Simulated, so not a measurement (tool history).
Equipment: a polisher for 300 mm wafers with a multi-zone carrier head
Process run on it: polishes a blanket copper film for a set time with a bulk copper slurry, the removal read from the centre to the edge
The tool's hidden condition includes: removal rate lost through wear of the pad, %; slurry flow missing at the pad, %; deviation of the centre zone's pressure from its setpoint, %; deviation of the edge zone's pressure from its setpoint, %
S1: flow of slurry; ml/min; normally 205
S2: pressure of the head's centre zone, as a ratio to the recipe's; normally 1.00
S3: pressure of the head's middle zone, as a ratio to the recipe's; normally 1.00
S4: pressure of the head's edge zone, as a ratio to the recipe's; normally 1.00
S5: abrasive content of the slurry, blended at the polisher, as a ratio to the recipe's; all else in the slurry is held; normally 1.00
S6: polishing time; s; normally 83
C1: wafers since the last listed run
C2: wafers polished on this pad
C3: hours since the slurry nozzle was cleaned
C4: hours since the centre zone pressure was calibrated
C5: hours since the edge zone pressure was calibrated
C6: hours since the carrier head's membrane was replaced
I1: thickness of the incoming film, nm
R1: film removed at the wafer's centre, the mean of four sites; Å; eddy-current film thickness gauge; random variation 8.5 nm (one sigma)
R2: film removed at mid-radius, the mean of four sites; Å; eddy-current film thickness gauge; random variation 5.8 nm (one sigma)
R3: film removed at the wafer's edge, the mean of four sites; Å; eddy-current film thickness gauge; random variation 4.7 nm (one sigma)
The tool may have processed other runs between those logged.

| run | hour | S1 | S2 | S3 | S4 | S5 | S6 | C1 | C2 | C3 | C4 | C5 | C6 | I1 | R1 | R2 | R3 |
|---|---|---|---|---|---|---|---|---|---|---|---|---|---|---|---|---|---|
| 1 | 0.0 | 205 | 1.00 | 1.00 | 1.00 | 1.00 | 76 | 0 | 737 | 536.3 | 218.3 | 1417.8 | 1463.8 | 4565.3 | 6307 | 5853 | 5997 |
| 2 | 8.5 | 205 | 1.00 | 1.00 | 1.00 | 1.00 | 76 | 93 | 830 | 544.8 | 226.8 | 1426.3 | 1472.3 | 4507.7 | 6280 | 5741 | 5916 |
| 3 | 21.0 | 205 | 1.00 | 1.00 | 1.00 | 1.00 | 83 | 137 | 967 | 557.3 | 239.3 | 1438.8 | 1484.8 | 4500.3 | 6876 | 6187 | 6362 |
| 4 | 31.6 | 205 | 1.00 | 1.00 | 1.00 | 1.00 | 83 | 116 | 1084 | 567.9 | 249.9 | 1449.4 | 1495.4 | 4523.6 | 6678 | 6056 | 6203 |
|  | 35.9 | worn pad replaced by a new one |
| 5 | 44.4 | 205 | 1.00 | 1.00 | 1.00 | 1.00 | 83 | 96 | 93 | 580.7 | 262.7 | 1462.2 | 1508.2 | 4543.1 | 7283 | 6616 | 6817 |
| 6 | 53.8 | 205 | 1.00 | 1.00 | 1.00 | 1.00 | 83 | 103 | 196 | 590.1 | 272.1 | 1471.6 | 1517.6 | 4465.3 | 7235 | 6602 | 6812 |
| 7 | 68.4 | 205 | 1.00 | 1.00 | 1.00 | 1.00 | 83 | 160 | 357 | 604.7 | 286.7 | 1486.2 | 1532.2 | 4533.0 | 7290 | 6616 | 6655 |
|  | 73.5 | edge zone pressure recalibrated |
| 8 | 84.3 | 205 | 1.00 | 1.00 | 1.00 | 1.00 | 83 | 152 | 509 | 620.6 | 302.6 | 10.8 | 1548.1 | 4482.0 | 7231 | 6490 | 6615 |
| 9 | 100.3 | 205 | 1.00 | 1.00 | 1.00 | 1.00 | 83 | 175 | 685 | 636.6 | 318.6 | 26.8 | 1564.1 | 4546.1 | 7069 | 6421 | 6561 |
| 10 | 110.3 | 205 | 1.00 | 1.00 | 1.00 | 1.00 | 76 | 109 | 795 | 646.6 | 328.6 | 36.8 | 1574.1 | 4513.0 | 6421 | 5845 | 5954 |
| 11 | 116.5 | 205 | 1.10 | 0.89 | 1.00 | 1.15 | 83 | 68 | 863 | 652.8 | 334.8 | 43.0 | 1580.3 | 4476.9 | 7907 | 5873 | 6684 |
| 12 | 126.0 | 205 | 1.00 | 1.00 | 1.00 | 1.00 | 83 | 104 | 967 | 662.3 | 344.3 | 52.5 | 1589.8 | 4430.6 | 6897 | 6236 | 6302 |
|  | 133.2 | centre zone pressure recalibrated |
|  | 133.6 | slurry nozzle cleaned |
| 13 | 142.5 | 165 | 1.00 | 1.00 | 1.00 | 1.00 | 83 | 155 | 1123 | 8.9 | 9.3 | 69.0 | 1606.3 | 4435.3 | 5666 | 5864 | 5989 |
|  | 151.7 | worn pad replaced by a new one |
|  | 155.7 | carrier head's membrane replaced by a new one |
| 14 | 156.2 | 205 | 1.00 | 1.00 | 1.00 | 1.00 | 97 | 62 | 5 | 22.6 | 23.0 | 82.7 | 0.5 | 4521.7 | 7755 | 7877 | 8067 |
| 15 | 159.1 | 205 | 1.00 | 1.00 | 1.00 | 1.00 | 109 | 31 | 37 | 25.5 | 25.9 | 85.6 | 3.4 | 4541.0 | 8681 | 8684 | 8966 |
| 16 | 174.5 | 205 | 1.00 | 1.00 | 1.00 | 1.00 | 83 | 169 | 206 | 40.9 | 41.3 | 101.0 | 18.8 | 4534.4 | 6809 | 6704 | 6773 |
| 17 | 190.4 | 205 | 1.00 | 1.00 | 0.92 | 0.70 | 83 | 174 | 381 | 56.8 | 57.2 | 116.9 | 34.7 | 4456.5 | 6258 | 6052 | 6040 |
| 18 | 202.0 | 205 | 1.00 | 1.00 | 1.00 | 1.10 | 83 | 127 | 508 | 68.4 | 68.8 | 128.5 | 46.3 | 4463.9 | 6877 | 6728 | 6833 |
| 19 | 215.9 | 170 | 0.91 | 1.00 | 1.00 | 1.00 | 83 | 152 | 661 | 82.3 | 82.7 | 142.4 | 60.2 | 4456.8 | 5836 | 6302 | 6468 |

Forecast each of these 4 alternatives for the next run:
| A | 216.4 | 205 | 1.11 | 1.00 | 1.00 | 1.00 | 83 | 5 | 666 | 82.8 | 83.2 | 142.9 | 60.7 | 4431.7 | ? | ? | ? |
| B | 216.4 | 245 | 1.00 | 1.00 | 1.00 | 1.00 | 101 | 5 | 666 | 82.8 | 83.2 | 142.9 | 60.7 | 4431.7 | ? | ? | ? |
| C | 216.4 | 205 | 1.09 | 1.09 | 1.00 | 1.00 | 83 | 5 | 666 | 82.8 | 83.2 | 142.9 | 60.7 | 4431.7 | ? | ? | ? |
| D | 216.4 | 205 | 0.94 | 1.00 | 1.00 | 1.00 | 83 | 5 | 666 | 82.8 | 83.2 | 142.9 | 60.7 | 4431.7 | ? | ? | ? |

| run | R1 | R2 | R3 |
|---|---|---|---|
| A | 7148 | 6407 | 6631 |
| B | 7995 | 7948 | 8181 |
| C | 7023 | 6895 | 6623 |
| D | 6048 | 6413 | 6631 |
The same runs, with their run-to-run variation unchanged, on a tool lacking any hidden condition would have given:
| run | R1 | R2 | R3 |
|---|---|---|---|
| A | 7311 | 6728 | 6962 |
| B | 8176 | 8345 | 8589 |
| C | 7183 | 7240 | 6953 |
| D | 6184 | 6734 | 6962 |
